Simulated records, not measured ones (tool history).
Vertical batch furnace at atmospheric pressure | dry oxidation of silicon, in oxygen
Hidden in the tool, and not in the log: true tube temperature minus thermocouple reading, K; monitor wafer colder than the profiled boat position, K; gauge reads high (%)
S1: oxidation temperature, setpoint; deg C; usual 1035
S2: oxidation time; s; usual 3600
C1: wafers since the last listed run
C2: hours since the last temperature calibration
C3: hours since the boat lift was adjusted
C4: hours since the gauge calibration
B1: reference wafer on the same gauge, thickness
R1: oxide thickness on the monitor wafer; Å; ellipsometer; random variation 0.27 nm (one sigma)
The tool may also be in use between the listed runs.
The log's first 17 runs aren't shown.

run	hour	S1	S2	C1	C2	C3	C4	B1	R1
18	1227.8	1023	4170	971	297.7	3389.5	748.3	82.96	864.1
19	1298.1	1035	3060	1393	368.0	3459.8	818.6	82.90	762.5
20	1342.0	1035	4050	869	411.9	3503.7	862.5	82.88	916.3
21	1388.6	1013	5160	923	458.5	3550.3	909.1	82.85	923.1
22	1428.1	1059	2730	782	498.0	3589.8	948.6	82.89	823.6
23	1509.9	1042	2430	1621	579.8	3671.6	1030.4	82.95	690.6
# hour 1595.3: boat lift adjusted
24	1595.8	1014	3600	1226	665.7	0.5	1116.3	82.92	754.6
25	1669.1	1035	3600	1452	739.0	73.8	1189.6	82.88	865.8
26	1745.6	1035	3600	1515	815.5	150.3	1266.1	82.89	866.2
27	1783.0	1014	2790	741	852.9	187.7	1303.5	82.86	637.5
28	1868.9	1014	3600	1702	938.8	273.6	1389.4	82.89	752.6
29	1952.4	1028	3600	1654	1022.3	357.1	1472.9	82.93	827.2

The next listed run, before its measurement:
30	2018.2	1019	2940	1303	1088.1	422.9	1538.7	?	?

{"run 30": {"B1": 82.89, "R1": 684.6}}
Without the tool's hidden state the same run would have given R1 686.3 Å.
